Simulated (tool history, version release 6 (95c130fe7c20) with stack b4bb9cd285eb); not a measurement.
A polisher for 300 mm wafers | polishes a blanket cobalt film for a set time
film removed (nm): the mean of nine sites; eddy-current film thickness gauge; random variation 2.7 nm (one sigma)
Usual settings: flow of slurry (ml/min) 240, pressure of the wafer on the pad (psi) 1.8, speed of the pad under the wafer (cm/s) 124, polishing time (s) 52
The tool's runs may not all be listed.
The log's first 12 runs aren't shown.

run     day  flow of slurry (ml/min)  pressure of the wafer on the pad (psi)  speed of the pad under the wafer (cm/s)  polishing time (s)  wafers since the last listed run  wafers polished on this pad  hours since the slurry nozzle was cleaned  hours since the head pressure was calibrated  incoming thickness of the incoming film, nm  film removed (nm)
     22.758  -- head pressure recalibrated
     23.758  -- worn pad replaced by a new one
 13  24.242                      240                                     1.5                                      124                  52                               503                           83                                      197.9                                          35.6                                       1364.7              235.9
 14  26.875                      240                                     1.5                                      124                  52                               457                          541                                      261.1                                          98.8                                       1358.9              233.2
 15  28.392                      240                                     1.5                                      124                  52                               263                          805                                      297.5                                         135.2                                       1362.3              234.2
     29.025  -- slurry nozzle cleaned
 16  34.075                      240                                     1.8                                      124                  52                               981                         1786                                      121.2                                         271.6                                       1342.7              278.6
 17  35.433                      240                                     1.8                                      124                  52                               236                         2022                                      153.8                                         304.2                                       1360.8              282.9
 18  37.929                      240                                     1.8                                      124                  52                               434                         2456                                      213.7                                         364.1                                       1336.4              282.9
     39.912  -- worn pad replaced by a new one
 19  39.933                      185                                     2.2                                      124                  52                               319                            3                                      261.8                                         412.2                                       1329.6              342.7
 20  41.258                      240                                     1.8                                      124                  36                               230                          233                                      293.6                                           444                                       1347.3              197.7
 21  43.029                      240                                     2.3                                      124                  42                               307                          541                                      336.1                                         486.5                                       1368.3              296.2
 22  45.138                      315                                     1.8                                      144                  52                               366                          908                                      386.7                                         537.1                                         1378              334.5
     45.908  -- slurry nozzle cleaned
 23  46.225                      270                                     1.8                                      124                  52                               181                         1090                                        7.6                                         563.2                                       1375.3              284.8
 24  50.925                      210                                     2.2                                       98                  52                               817                         1907                                      120.4                                           676                                       1347.6              274.8
 25  53.038                      265                                     1.8                                      124                  36                               367                         2275                                      171.1                                         726.7                                       1370.2              202.1
     55.225  -- worn pad replaced by a new one
     55.529  -- head pressure recalibrated
 26  55.992                      240                                     1.8                                      124                  52                               470                          118                                        242                                          11.1                                       1347.6                286
 27  58.888                      240                                     1.4                                      124                  40                               503                          622                                      311.5                                          80.6                                       1366.9              166.1
     60.688  -- slurry nozzle cleaned
 28  61.662                      210                                       2                                       88                  44                               475                         1097                                       23.4                                         147.2                                       1351.4              198.1
 29  62.875                      290                                     2.2                                      124                  52                               210                         1308                                       52.5                                         176.3                                       1345.6              349.9
 30  65.362                      190                                     2.3                                      124                  52                               432                         1740                                      112.2                                           236                                       1362.9              352.7
 31  67.338                      280                                     1.8                                       98                  47                               343                         2084                                      159.6                                         283.4                                       1370.7              212.6
 32  68.529                      240                                     2.2                                      124                  52                               207                         2291                                      188.2                                           312                                       1371.6              348.4
 33  69.858                      285                                     1.5                                      124                  52                               231                         2522                                      220.1                                         343.9                                         1361              243.2
 34  71.771                      240                                     1.8                                      124                  52                               332                         2855                                        266                                         389.8                                       1353.7              285.7
     72.229  -- worn pad replaced by a new one
 35  73.488                      240                                     1.8                                      124                  52                               269                          218                                      307.2                                           431                                       1381.7              283.2
 36  74.533                      240                                     1.8                                      124                  52                               181                          400                                      332.3                                         456.1                                       1366.3              284.5

Forecast each of these 5 alternatives for the next run:
  A  74.55                      240                                     1.3                                      124                  52                                 2                          403                                      332.7                                         456.5                                       1368.9                  ?
  B  74.55                      265                                     1.8                                      124                  52                                 2                          403                                      332.7                                         456.5                                       1368.9                  ?
  C  74.55                      240                                       2                                      160                  52                                 2                          403                                      332.7                                         456.5                                       1368.9                  ?
  D  74.55                      320                                     1.8                                      124                  57                                 2                          403                                      332.7                                         456.5                                       1368.9                  ?
  E  74.55                      240                                     2.3                                      124                  69                                 2                          403                                      332.7                                         456.5                                       1368.9                  ?

run  film removed (nm)
  A              204.3
  B              285.1
  C              395.5
  D              316.9
  E              479.6
Without the tool's hidden state the same runs would have given:
run  film removed (nm)
  A              204.3
  B              285.1
  C              395.5
  D              316.9
  E              479.6

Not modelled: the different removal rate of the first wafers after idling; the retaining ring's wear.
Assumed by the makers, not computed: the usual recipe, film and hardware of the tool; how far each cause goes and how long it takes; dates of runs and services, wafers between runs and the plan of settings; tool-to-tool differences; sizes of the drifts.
